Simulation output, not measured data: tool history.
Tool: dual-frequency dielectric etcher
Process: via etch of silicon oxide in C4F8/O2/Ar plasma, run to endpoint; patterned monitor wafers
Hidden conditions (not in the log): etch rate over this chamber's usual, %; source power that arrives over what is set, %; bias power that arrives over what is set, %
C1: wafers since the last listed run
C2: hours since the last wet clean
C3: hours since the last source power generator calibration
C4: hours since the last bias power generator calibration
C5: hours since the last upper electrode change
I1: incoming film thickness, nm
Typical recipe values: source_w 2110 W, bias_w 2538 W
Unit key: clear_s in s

{"run": 1, "hour": 0.0, "source_w": 2110, "bias_w": 2538, "C1": 0, "C2": 41.9, "C3": 2967.6, "C4": 3341.4, "C5": 2047.3, "I1": 1621.3, "clear_s": 304.2}
{"run": 2, "hour": 11.3, "source_w": 2110, "bias_w": 2538, "C1": 34, "C2": 53.2, "C3": 2978.9, "C4": 3352.7, "C5": 2058.6, "I1": 1637.6, "clear_s": 306.9}
{"run": 3, "hour": 20.2, "source_w": 2110, "bias_w": 2538, "C1": 27, "C2": 62.1, "C3": 2987.8, "C4": 3361.6, "C5": 2067.5, "I1": 1634.7, "clear_s": 305.6}
{"run": 4, "hour": 35.4, "source_w": 2110, "bias_w": 2538, "C1": 46, "C2": 77.3, "C3": 3003.0, "C4": 3376.8, "C5": 2082.7, "I1": 1647.1, "clear_s": 308.8}
{"run": 5, "hour": 48.5, "source_w": 2110, "bias_w": 2538, "C1": 40, "C2": 90.4, "C3": 3016.1, "C4": 3389.9, "C5": 2095.8, "I1": 1632.2, "clear_s": 306.7}
{"run": 6, "hour": 55.8, "source_w": 2110, "bias_w": 2538, "C1": 22, "C2": 97.7, "C3": 3023.4, "C4": 3397.2, "C5": 2103.1, "I1": 1637.3, "clear_s": 308.7}
{"run": 7, "hour": 66.6, "source_w": 2110, "bias_w": 2538, "C1": 33, "C2": 108.5, "C3": 3034.2, "C4": 3408.0, "C5": 2113.9, "I1": 1650.9, "clear_s": 310.4}
{"run": 8, "hour": 75.9, "source_w": 2110, "bias_w": 2538, "C1": 28, "C2": 117.8, "C3": 3043.5, "C4": 3417.3, "C5": 2123.2, "I1": 1648.0, "clear_s": 310.2}
{"run": 9, "hour": 85.9, "source_w": 2110, "bias_w": 2538, "C1": 30, "C2": 127.8, "C3": 3053.5, "C4": 3427.3, "C5": 2133.2, "I1": 1627.5, "clear_s": 305.7}
{"run": 10, "hour": 98.7, "source_w": 2110, "bias_w": 2538, "C1": 39, "C2": 140.6, "C3": 3066.3, "C4": 3440.1, "C5": 2146.0, "I1": 1640.0, "clear_s": 309.8}
{"run": 11, "hour": 139.4, "source_w": 2110, "bias_w": 2538, "C1": 125, "C2": 181.3, "C3": 3107.0, "C4": 3480.8, "C5": 2186.7, "I1": 1635.0, "clear_s": 308.5}
{"run": 12, "hour": 154.5, "source_w": 2110, "bias_w": 2538, "C1": 46, "C2": 196.4, "C3": 3122.1, "C4": 3495.9, "C5": 2201.8, "I1": 1657.5, "clear_s": 314.6}
{"run": 13, "hour": 171.9, "source_w": 2110, "bias_w": 2538, "C1": 53, "C2": 213.8, "C3": 3139.5, "C4": 3513.3, "C5": 2219.2, "I1": 1648.5, "clear_s": 311.2}
{"run": 14, "hour": 179.3, "source_w": 2110, "bias_w": 2538, "C1": 22, "C2": 221.2, "C3": 3146.9, "C4": 3520.7, "C5": 2226.6, "I1": 1649.4, "clear_s": 311.5}
{"hour": 202.0, "done": "bias power generator calibrated"}
{"run": 15, "hour": 205.6, "source_w": 2110, "bias_w": 2538, "C1": 68, "C2": 247.5, "C3": 3173.2, "C4": 3.6, "C5": 2252.9, "I1": 1635.4, "clear_s": 308.8}
{"run": 16, "hour": 212.4, "source_w": 2110, "bias_w": 2538, "C1": 20, "C2": 254.3, "C3": 3180.0, "C4": 10.4, "C5": 2259.7, "I1": 1616.4, "clear_s": 305.3}
{"run": 17, "hour": 223.8, "source_w": 2110, "bias_w": 2538, "C1": 35, "C2": 265.7, "C3": 3191.4, "C4": 21.8, "C5": 2271.1, "I1": 1653.5, "clear_s": 314.2}
{"run": 18, "hour": 233.7, "source_w": 2110, "bias_w": 2538, "C1": 30, "C2": 275.6, "C3": 3201.3, "C4": 31.7, "C5": 2281.0, "I1": 1639.6, "clear_s": 310.4}
{"run": 19, "hour": 244.0, "source_w": 1890, "bias_w": 2346, "C1": 31, "C2": 285.9, "C3": 3211.6, "C4": 42.0, "C5": 2291.3, "I1": 1636.0, "clear_s": 331.6}
{"hour": 300.5, "done": "source power generator calibrated"}
{"hour": 311.1, "done": "upper electrode replaced"}
{"run": 20, "hour": 311.6, "source_w": 2110, "bias_w": 2538, "C1": 163, "C2": 353.5, "C3": 11.1, "C4": 109.6, "C5": 0.5, "I1": 1642.4, "clear_s": 312.7}
{"run": 21, "hour": 312.1, "source_w": 1770, "bias_w": 2053, "C1": 1, "C2": 354.0, "C3": 11.6, "C4": 110.1, "C5": 1.0, "I1": 1636.2, "clear_s": 360.2}
{"hour": 343.8, "done": "wet clean of the chamber"}
{"run": 22, "hour": 344.3, "source_w": 1810, "bias_w": 2241, "C1": 25, "C2": 0.5, "C3": 43.8, "C4": 142.3, "C5": 33.2, "I1": 1657.5, "clear_s": 344.6}
{"run": 23, "hour": 344.7, "source_w": 2380, "bias_w": 1933, "C1": 1, "C2": 0.9, "C3": 44.2, "C4": 142.7, "C5": 33.6, "I1": 1635.5, "clear_s": 318.1}
{"run": 24, "hour": 348.5, "source_w": 2110, "bias_w": 3064, "C1": 11, "C2": 4.7, "C3": 48.0, "C4": 146.5, "C5": 37.4, "I1": 1644.9, "clear_s": 288.1}
{"run": 25, "hour": 360.8, "source_w": 2620, "bias_w": 2945, "C1": 37, "C2": 17.0, "C3": 60.3, "C4": 158.8, "C5": 49.7, "I1": 1643.2, "clear_s": 268.1}
{"run": 26, "hour": 375.7, "source_w": 2110, "bias_w": 2538, "C1": 45, "C2": 31.9, "C3": 75.2, "C4": 173.7, "C5": 64.6, "I1": 1652.2, "clear_s": 309.2}
{"run": 27, "hour": 392.7, "source_w": 2110, "bias_w": 2538, "C1": 52, "C2": 48.9, "C3": 92.2, "C4": 190.7, "C5": 81.6, "I1": 1625.8, "clear_s": 304.2}
{"run": 28, "hour": 406.5, "source_w": 2110, "bias_w": 2538, "C1": 42, "C2": 62.7, "C3": 106.0, "C4": 204.5, "C5": 95.4, "I1": 1627.3, "clear_s": 303.9}
{"run": 29, "hour": 414.3, "source_w": 1800, "bias_w": 3092, "C1": 24, "C2": 70.5, "C3": 113.8, "C4": 212.3, "C5": 103.2, "I1": 1634.5, "clear_s": 303.9}
{"run": 30, "hour": 427.1, "source_w": 2110, "bias_w": 2538, "C1": 39, "C2": 83.3, "C3": 126.6, "C4": 225.1, "C5": 116.0, "I1": 1638.1, "clear_s": 306.1}
{"run": 31, "hour": 442.0, "source_w": 2110, "bias_w": 2538, "C1": 45, "C2": 98.2, "C3": 141.5, "C4": 240.0, "C5": 130.9, "I1": 1635.4, "clear_s": 307.3}
{"run": 32, "hour": 455.6, "source_w": 1840, "bias_w": 2538, "C1": 41, "C2": 111.8, "C3": 155.1, "C4": 253.6, "C5": 144.5, "I1": 1639.7, "clear_s": 324.9}
{"run": 33, "hour": 471.0, "source_w": 2390, "bias_w": 2538, "C1": 47, "C2": 127.2, "C3": 170.5, "C4": 269.0, "C5": 159.9, "I1": 1631.7, "clear_s": 291.2}
{"run": 34, "hour": 481.1, "source_w": 1750, "bias_w": 2875, "C1": 31, "C2": 137.3, "C3": 180.6, "C4": 279.1, "C5": 170.0, "I1": 1649.3, "clear_s": 318.8}

Pick out some run-to-run changes in clear_s. Of each, how much would a tool without hidden state show as well, from the settings, what came in and chance, and how much is left for the hidden state and any gauge scatter not in both results compared?
Run 10 -> 11: no setting touched and nothing written in the log between the runs. clear_s -1.3 s: hidden state +0.5, all else -1.8.
Run 20 -> 21: source_w 2110 -> 1770, bias_w 2538 -> 2053. clear_s +47.5 s: hidden state +0.6, all else +46.9.
Run 21 -> 22: source_w 1770 -> 1810, bias_w 2053 -> 2241, wet clean of the chamber. clear_s -15.6 s: hidden state -5.7, all else -9.9.
Run 25 -> 26: source_w 2620 -> 2110, bias_w 2945 -> 2538. clear_s +41.1 s: hidden state +0.1, all else +41.0.
Run 32 -> 33: source_w 1840 -> 2390. clear_s -33.7 s: hidden state +0.1, all else -33.8.
